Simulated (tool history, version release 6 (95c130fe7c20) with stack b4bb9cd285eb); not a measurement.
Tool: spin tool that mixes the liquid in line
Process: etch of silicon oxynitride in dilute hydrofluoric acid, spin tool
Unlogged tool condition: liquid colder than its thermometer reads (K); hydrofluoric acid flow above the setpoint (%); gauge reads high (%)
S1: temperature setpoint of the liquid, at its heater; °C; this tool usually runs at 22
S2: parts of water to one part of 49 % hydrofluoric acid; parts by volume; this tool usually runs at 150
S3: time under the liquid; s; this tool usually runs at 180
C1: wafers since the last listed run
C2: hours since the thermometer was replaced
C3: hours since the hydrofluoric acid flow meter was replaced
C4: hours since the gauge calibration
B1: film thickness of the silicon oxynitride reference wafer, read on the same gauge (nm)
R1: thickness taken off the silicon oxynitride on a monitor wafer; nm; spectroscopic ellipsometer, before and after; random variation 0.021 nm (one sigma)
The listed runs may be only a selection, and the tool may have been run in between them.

{"run": 1, "hour": 0.0, "S1": 22, "S2": 130, "S3": 180, "C1": 0, "C2": 2087.6, "C3": 2464.9, "C4": 105.8, "B1": 69.998, "R1": 3.426}
{"run": 2, "hour": 15.0, "S1": 22, "S2": 150, "S3": 180, "C1": 109, "C2": 2102.6, "C3": 2479.9, "C4": 120.8, "B1": 69.994, "R1": 2.934}
{"hour": 36.1, "done": "thermometer replaced"}
{"run": 3, "hour": 36.6, "S1": 22, "S2": 150, "S3": 180, "C1": 150, "C2": 0.5, "C3": 2501.5, "C4": 142.4, "B1": 69.964, "R1": 2.949}
{"run": 4, "hour": 49.8, "S1": 22, "S2": 150, "S3": 180, "C1": 96, "C2": 13.7, "C3": 2514.7, "C4": 155.6, "B1": 69.98, "R1": 2.93}
{"run": 5, "hour": 58.9, "S1": 22, "S2": 150, "S3": 180, "C1": 66, "C2": 22.8, "C3": 2523.8, "C4": 164.7, "B1": 70.071, "R1": 2.892}
{"run": 6, "hour": 66.2, "S1": 22, "S2": 150, "S3": 180, "C1": 53, "C2": 30.1, "C3": 2531.1, "C4": 172, "B1": 69.984, "R1": 2.919}
{"run": 7, "hour": 75.9, "S1": 22, "S2": 150, "S3": 180, "C1": 70, "C2": 39.8, "C3": 2540.8, "C4": 181.7, "B1": 70.006, "R1": 2.914}
{"run": 8, "hour": 84.5, "S1": 22, "S2": 150, "S3": 180, "C1": 62, "C2": 48.4, "C3": 2549.4, "C4": 190.3, "B1": 70.013, "R1": 2.913}
{"run": 9, "hour": 98.8, "S1": 22, "S2": 150, "S3": 215, "C1": 104, "C2": 62.7, "C3": 2563.7, "C4": 204.6, "B1": 69.987, "R1": 3.456}
{"run": 10, "hour": 109.8, "S1": 20, "S2": 205, "S3": 85, "C1": 80, "C2": 73.7, "C3": 2574.7, "C4": 215.6, "B1": 70.009, "R1": 0.88}
{"run": 11, "hour": 127.5, "S1": 17, "S2": 205, "S3": 275, "C1": 129, "C2": 91.4, "C3": 2592.4, "C4": 233.3, "B1": 70.018, "R1": 2.488}
{"run": 12, "hour": 138.4, "S1": 23.5, "S2": 115, "S3": 75, "C1": 79, "C2": 102.3, "C3": 2603.3, "C4": 244.2, "B1": 70.016, "R1": 1.736}
{"run": 13, "hour": 155.9, "S1": 17.5, "S2": 150, "S3": 180, "C1": 127, "C2": 119.8, "C3": 2620.8, "C4": 261.7, "B1": 70.005, "R1": 2.358}
{"hour": 172.9, "done": "hydrofluoric acid flow meter replaced"}
{"run": 14, "hour": 173.4, "S1": 27, "S2": 105, "S3": 265, "C1": 120, "C2": 137.3, "C3": 0.5, "C4": 279.2, "B1": 69.981, "R1": 8.021}
{"run": 15, "hour": 186.3, "S1": 22, "S2": 150, "S3": 180, "C1": 94, "C2": 150.2, "C3": 13.4, "C4": 292.1, "B1": 69.982, "R1": 2.912}
{"run": 16, "hour": 199.0, "S1": 19.5, "S2": 150, "S3": 180, "C1": 92, "C2": 162.9, "C3": 26.1, "C4": 304.8, "B1": 69.987, "R1": 2.564}
{"run": 17, "hour": 211.6, "S1": 25.5, "S2": 150, "S3": 240, "C1": 92, "C2": 175.5, "C3": 38.7, "C4": 317.4, "B1": 69.974, "R1": 4.595}
{"run": 18, "hour": 218.1, "S1": 22, "S2": 150, "S3": 180, "C1": 47, "C2": 182, "C3": 45.2, "C4": 323.9, "B1": 70.032, "R1": 2.921}
{"run": 19, "hour": 233.2, "S1": 22, "S2": 150, "S3": 180, "C1": 110, "C2": 197.1, "C3": 60.3, "C4": 339, "B1": 69.958, "R1": 2.89}
{"run": 20, "hour": 242.0, "S1": 22, "S2": 195, "S3": 180, "C1": 64, "C2": 205.9, "C3": 69.1, "C4": 347.8, "B1": 69.981, "R1": 2.168}
{"run": 21, "hour": 248.1, "S1": 22, "S2": 150, "S3": 180, "C1": 44, "C2": 212, "C3": 75.2, "C4": 353.9, "B1": 69.977, "R1": 2.87}
{"run": 22, "hour": 258.3, "S1": 22, "S2": 225, "S3": 180, "C1": 74, "C2": 222.2, "C3": 85.4, "C4": 364.1, "B1": 69.978, "R1": 1.836}
{"hour": 271.1, "done": "gauge calibrated"}
{"run": 23, "hour": 275.9, "S1": 20.5, "S2": 75, "S3": 105, "C1": 128, "C2": 239.8, "C3": 103, "C4": 4.8, "B1": 70.007, "R1": 3.375}
{"run": 24, "hour": 293.3, "S1": 20, "S2": 110, "S3": 180, "C1": 127, "C2": 257.2, "C3": 120.4, "C4": 22.2, "B1": 69.985, "R1": 3.716}
{"run": 25, "hour": 300.2, "S1": 18.5, "S2": 150, "S3": 260, "C1": 50, "C2": 264.1, "C3": 127.3, "C4": 29.1, "B1": 70.018, "R1": 3.562}
{"run": 26, "hour": 327.7, "S1": 17.5, "S2": 150, "S3": 225, "C1": 200, "C2": 291.6, "C3": 154.8, "C4": 56.6, "B1": 70.009, "R1": 2.95}
{"run": 27, "hour": 336.4, "S1": 20, "S2": 205, "S3": 85, "C1": 63, "C2": 300.3, "C3": 163.5, "C4": 65.3, "B1": 70.034, "R1": 0.883}
{"run": 28, "hour": 351.2, "S1": 26.5, "S2": 110, "S3": 265, "C1": 108, "C2": 315.1, "C3": 178.3, "C4": 80.1, "B1": 70.007, "R1": 7.478}
{"run": 29, "hour": 364.2, "S1": 23, "S2": 150, "S3": 205, "C1": 94, "C2": 328.1, "C3": 191.3, "C4": 93.1, "B1": 69.964, "R1": 3.483}
{"run": 30, "hour": 370.5, "S1": 26.5, "S2": 205, "S3": 180, "C1": 46, "C2": 334.4, "C3": 197.6, "C4": 99.4, "B1": 69.964, "R1": 2.513}
{"run": 31, "hour": 380.6, "S1": 18.5, "S2": 150, "S3": 80, "C1": 73, "C2": 344.5, "C3": 207.7, "C4": 109.5, "B1": 70.015, "R1": 1.099}
{"run": 32, "hour": 395.8, "S1": 22, "S2": 150, "S3": 180, "C1": 110, "C2": 359.7, "C3": 222.9, "C4": 124.7, "B1": 69.965, "R1": 2.96}
{"run": 33, "hour": 411.1, "S1": 18, "S2": 185, "S3": 180, "C1": 111, "C2": 375, "C3": 238.2, "C4": 140, "B1": 69.966, "R1": 1.906}

4 options for the next run, each taken on its own from the tool as it stands now. Forecast them:
{"run": "A", "hour": 411.6, "S1": 22, "S2": 220, "S3": 180, "C1": 3, "C2": 375.5, "C3": 238.7, "C4": 140.5, "B1": "?", "R1": "?"}
{"run": "B", "hour": 411.6, "S1": 26.5, "S2": 125, "S3": 95, "C1": 3, "C2": 375.5, "C3": 238.7, "C4": 140.5, "B1": "?", "R1": "?"}
{"run": "C", "hour": 411.6, "S1": 22, "S2": 150, "S3": 120, "C1": 3, "C2": 375.5, "C3": 238.7, "C4": 140.5, "B1": "?", "R1": "?"}
{"run": "D", "hour": 411.6, "S1": 26, "S2": 150, "S3": 180, "C1": 3, "C2": 375.5, "C3": 238.7, "C4": 140.5, "B1": "?", "R1": "?"}

run=A B1=70.029 R1=1.895
run=B B1=70.029 R1=2.324
run=C B1=70.029 R1=1.948
run=D B1=70.029 R1=3.51
The same runs, with their run-to-run variation unchanged, on a tool lacking any hidden condition would have given:
run=A R1=1.895
run=B R1=2.324
run=C R1=1.948
run=D R1=3.51
